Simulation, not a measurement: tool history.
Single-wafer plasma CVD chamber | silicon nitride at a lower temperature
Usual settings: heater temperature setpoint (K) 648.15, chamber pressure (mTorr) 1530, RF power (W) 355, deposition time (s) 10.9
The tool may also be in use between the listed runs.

run   hour  heater temperature setpoint (K)  chamber pressure (mTorr)  RF power (W)  deposition time (s)  wafers since the last listed run  hours since the last thermocouple change  hours since the last RF generator calibration  hours since the last manometer calibration  hours since the showerhead was replaced  hours since the gauge calibration  read-back reference wafer on the same gauge, thickness_nm  mean film thickness on the monitor wafer (nm)
  1      0                           648.15                      1530           355                 10.9                                 0                                     962.2                                         1066.9                                      1520.3                                   4745.4                              112.1                                                     15.002                                         14.019
  2   21.1                           648.15                      1530           355                 10.9                               345                                     983.3                                           1088                                      1541.4                                   4766.5                              133.2                                                     15.004                                         13.997
  3   55.5                           648.15                      1530           355                 10.9                               562                                    1017.7                                         1122.4                                      1575.8                                   4800.9                              167.6                                                     15.004                                         14.017
  4   81.5                           648.15                      1530           355                 10.9                               425                                    1043.7                                         1148.4                                      1601.8                                   4826.9                              193.6                                                     15.002                                         13.971
  5  108.7                           648.15                      1530           355                 11.6                               444                                    1070.9                                         1175.6                                        1629                                   4854.1                              220.8                                                     15.003                                         14.934
  6  144.3                           648.15                      1530           355                 11.6                               582                                    1106.5                                         1211.2                                      1664.6                                   4889.7                              256.4                                                     15.004                                          14.89
  7  170.2                           648.15                      1530           355                 10.9                               423                                    1132.4                                         1237.1                                      1690.5                                   4915.6                              282.3                                                         15                                         13.985
     201.6  -- thermocouple changed; heater temperature recalibrated
  8  202.1                           648.15                      1530           355                 10.9                               390                                       0.5                                           1269                                      1722.4                                   4947.5                              314.2                                                     15.006                                         13.953
  9  221.2                           648.15                      1530           355                 10.9                               312                                      19.6                                         1288.1                                      1741.5                                   4966.6                              333.3                                                     15.002                                         13.958
 10    239                           648.15                      1530           330                 10.9                               291                                      37.4                                         1305.9                                      1759.3                                   4984.4                              351.1                                                     15.004                                         13.344
     263.8  -- RF generator calibrated
 11    270                           648.15                      1530           330                 10.9                               376                                      68.4                                            6.2                                      1790.3                                   5015.4                              382.1                                                     15.007                                         13.634
 12  285.6                           648.15                      1530           330                 10.9                               255                                        84                                           21.8                                      1805.9                                     5031                              397.7                                                     14.994                                         13.625
       298  -- gauge calibrated
 13  378.1                           648.15                      1530           355                 10.9                              1512                                     176.5                                          114.3                                      1898.4                                   5123.5                               80.1                                                     14.999                                         14.274
 14  402.2                           641.15                      1870           355                 10.9                               394                                     200.6                                          138.4                                      1922.5                                   5147.6                              104.2                                                     15.004                                         15.077
     436.1  -- capacitance manometer re-zeroed and calibrated
 15  461.2                           648.15                      1640           355                 11.5                               833                                     259.6                                          197.4                                        25.1                                   5206.6                              163.2                                                     14.995                                         15.113
 16  479.7                           637.15                      1430           355                  9.5                               302                                     278.1                                          215.9                                        43.6                                   5225.1                              181.7                                                     14.999                                         12.131
 17  496.5                           635.15                      1690           355                 10.9                               274                                     294.9                                          232.7                                        60.4                                   5241.9                              198.5                                                     15.005                                          14.51
     505.1  -- showerhead replaced
 18  511.7                           654.15                      1530           300                 10.9                               117                                     310.1                                          247.9                                        75.6                                      6.6                              213.7                                                     15.008                                         12.695
 19  542.2                           648.15                      1810           300                  9.5                               498                                     340.6                                          278.4                                       106.1                                     37.1                              244.2                                                     14.995                                         11.497
 20  565.5                           648.15                      1530           420                    9                               380                                     363.9                                          301.7                                       129.4                                     60.4                              267.5                                                     14.998                                         12.825
 21  582.3                           648.15                      1530           390                 10.9                               274                                     380.7                                          318.5                                       146.2                                     77.2                              284.3                                                     14.996                                         14.885
 22  607.1                           644.15                      1690           400                 10.9                               405                                     405.5                                          343.3                                         171                                      102                              309.1                                                     14.996                                         15.518
 23  635.2                           661.15                      1820           385                  9.8                               459                                     433.6                                          371.4                                       199.1                                    130.1                              337.2                                                     15.007                                         13.812
 24  667.7                           648.15                      1530           355                 10.9                               531                                     466.1                                          403.9                                       231.6                                    162.6                              369.7                                                     14.999                                         14.079

Measured less the same run without the tool's hidden state. The same run-to-run variation is in both; the gauge's scatter may not be:
The hidden state here: wafer temperature above the value expected at the setpoint (K); delivered RF power above the setpoint (%); true pressure above the setpoint (%); gauge reads high (%).
run  mean film thickness on the monitor wafer (nm)
  1                                         -0.116
  2                                          -0.12
  3                                         -0.127
  4                                         -0.133
  5                                         -0.149
  6                                         -0.158
  7                                         -0.155
  8                                         -0.163
  9                                         -0.168
 10                                         -0.177
 11                                         +0.117
 12                                          +0.12
 13                                         +0.144
 14                                         +0.152
 15                                         -0.049
 16                                         -0.041
 17                                          -0.05
 18                                         -0.046
 19                                         -0.043
 20                                         -0.047
 21                                         -0.059
 22                                         -0.061
 23                                         -0.061
 24                                         -0.065
